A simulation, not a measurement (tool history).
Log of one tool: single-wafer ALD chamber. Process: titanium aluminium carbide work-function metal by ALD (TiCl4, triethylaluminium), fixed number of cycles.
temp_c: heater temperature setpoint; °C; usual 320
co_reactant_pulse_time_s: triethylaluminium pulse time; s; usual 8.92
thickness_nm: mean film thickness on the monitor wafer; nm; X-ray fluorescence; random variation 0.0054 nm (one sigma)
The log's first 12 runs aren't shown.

| run | hour | temp_c | co_reactant_pulse_time_s | wafers since the last listed run | hours since the last thermocouple change | hours since the last triethylaluminium bottle change | hours since the showerhead was replaced | hours since the gauge calibration | read-back reference wafer on the same gauge, thickness_nm | thickness_nm |
|---|---|---|---|---|---|---|---|---|---|---|
| 13 | 271.7 | 320 | 8.92 | 234 | 1689.5 | 387.5 | 2479.8 | 169.7 | 2.04 | 2.1 |
| 14 | 286 | 328 | 7.2 | 234 | 1703.8 | 401.8 | 2494.1 | 184 | 2.039 | 2.049 |
| 15 | 303.9 | 320 | 8.92 | 293 | 1721.7 | 419.7 | 2512 | 201.9 | 2.04 | 2.09 |
| 16 | 339.1 | 324 | 11.95 | 576 | 1756.9 | 454.9 | 2547.2 | 237.1 | 2.039 | 2.206 |
| 17 | 372.6 | 320 | 8.92 | 549 | 1790.4 | 488.4 | 2580.7 | 270.6 | 2.039 | 2.082 |
| 18 | 395.4 | 312 | 10.66 | 373 | 1813.2 | 511.2 | 2603.5 | 293.4 | 2.04 | 2.077 |
| 19 | 431.8 | 308 | 5.61 | 596 | 1849.6 | 547.6 | 2639.9 | 329.8 | 2.041 | 1.69 |
| 20 | 447.8 | 310 | 7.18 | 262 | 1865.6 | 563.6 | 2655.9 | 345.8 | 2.04 | 1.87 |
| 21 | 465.7 | 315 | 7.6 | 293 | 1883.5 | 581.5 | 2673.8 | 363.7 | 2.041 | 1.947 |
| 22 | 479.3 | 328 | 8.92 | 222 | 1897.1 | 595.1 | 2687.4 | 377.3 | 2.04 | 2.138 |
|  | 489.3 | triethylaluminium bottle replaced |
| 23 | 504.7 | 331 | 6.69 | 285 | 1922.5 | 15.4 | 2712.8 | 402.7 | 2.039 | 2.072 |
|  | 530.2 | thermocouple changed; heater temperature recalibrated |
|  | 531.5 | showerhead replaced |
| 24 | 532 | 325 | 11.56 | 293 | 1.8 | 42.7 | 0.5 | 430 | 2.04 | 2.181 |
| 25 | 556.7 | 330 | 8.92 | 404 | 26.5 | 67.4 | 25.2 | 454.7 | 2.04 | 2.157 |
| 26 | 583.2 | 320 | 11.34 | 434 | 53 | 93.9 | 51.7 | 481.2 | 2.039 | 2.131 |

Forecast run 27:
| 27 | 607.1 | 329 | 10.17 | 391 | 76.9 | 117.8 | 75.6 | 505.1 | ? | ? |

Run 27 gave read-back reference wafer on the same gauge, thickness_nm 2.04, thickness_nm 2.185 nm.
Without the tool's hidden state the same run would have given thickness_nm 2.187 nm.
